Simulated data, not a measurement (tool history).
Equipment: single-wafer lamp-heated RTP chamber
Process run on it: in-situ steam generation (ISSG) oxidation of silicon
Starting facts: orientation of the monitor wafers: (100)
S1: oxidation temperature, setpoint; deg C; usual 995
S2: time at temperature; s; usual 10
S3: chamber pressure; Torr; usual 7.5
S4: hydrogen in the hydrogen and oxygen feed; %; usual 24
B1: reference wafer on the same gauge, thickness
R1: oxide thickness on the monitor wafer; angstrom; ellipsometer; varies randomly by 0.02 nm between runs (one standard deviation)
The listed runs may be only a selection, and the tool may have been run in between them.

| run | day | S1 | S2 | S3 | S4 | B1 | R1 |
|---|---|---|---|---|---|---|---|
| 1 | 0.000 | 995 | 8 | 6.9 | 24 | 4.252 | 39.37 |
| 2 | 2.150 | 995 | 8 | 6.9 | 24 | 4.250 | 39.11 |
| 3 | 3.383 | 995 | 10 | 7.5 | 24 | 4.254 | 43.34 |
| 4 | 5.950 | 995 | 10 | 7.5 | 24 | 4.246 | 42.92 |
|  | 6.800 | pyrometer window cleaned and pyrometer calibrated |
| 5 | 7.012 | 995 | 10 | 7.5 | 24 | 4.250 | 43.01 |
| 6 | 9.300 | 995 | 10 | 7.5 | 24 | 4.249 | 43.16 |
| 7 | 10.412 | 995 | 7 | 7.5 | 24 | 4.249 | 37.05 |
| 8 | 13.300 | 995 | 7 | 7.5 | 24 | 4.250 | 37.41 |
|  | 14.329 | pressure gauge zeroed |
| 9 | 15.671 | 995 | 7 | 7.5 | 24 | 4.249 | 37.47 |
| 10 | 17.200 | 995 | 10 | 7.5 | 24 | 4.258 | 43.12 |
|  | 17.779 | pyrometer window cleaned and pyrometer calibrated |
| 11 | 18.483 | 995 | 10 | 7.5 | 24 | 4.248 | 43.23 |
| 12 | 20.296 | 995 | 10 | 7.5 | 24 | 4.248 | 43.26 |
|  | 22.588 | hydrogen flow controller replaced |
| 13 | 23.058 | 988 | 8 | 7.5 | 20 | 4.250 | 36.84 |
| 14 | 24.333 | 995 | 10 | 7.5 | 24 | 4.246 | 43.06 |
| 15 | 25.575 | 995 | 10 | 8.4 | 24 | 4.240 | 43.21 |
| 16 | 27.504 | 995 | 13 | 7.0 | 18 | 4.251 | 44.37 |
|  | 27.908 | gauge calibrated |
|  | 28.200 | pyrometer window cleaned and pyrometer calibrated |
| 17 | 28.933 | 977 | 10 | 6.9 | 17 | 4.252 | 37.33 |
| 18 | 31.688 | 995 | 10 | 7.5 | 24 | 4.255 | 43.36 |
| 19 | 32.800 | 995 | 14 | 8.9 | 32 | 4.245 | 53.25 |
| 20 | 34.583 | 995 | 10 | 7.5 | 24 | 4.257 | 43.07 |
| 21 | 38.188 | 986 | 10 | 7.5 | 30 | 4.254 | 44.90 |
| 22 | 39.371 | 986 | 10 | 7.5 | 15 | 4.255 | 37.28 |

The tool's hidden state at each run:
true wafer temperature minus pyrometer reading, K: 0 across all the runs
true pressure minus gauge reading, Torr: 0 across all the runs
deviation of the hydrogen flow from its setpoint, %: 0 across all the runs
gauge reads high (%): 0 across all the runs

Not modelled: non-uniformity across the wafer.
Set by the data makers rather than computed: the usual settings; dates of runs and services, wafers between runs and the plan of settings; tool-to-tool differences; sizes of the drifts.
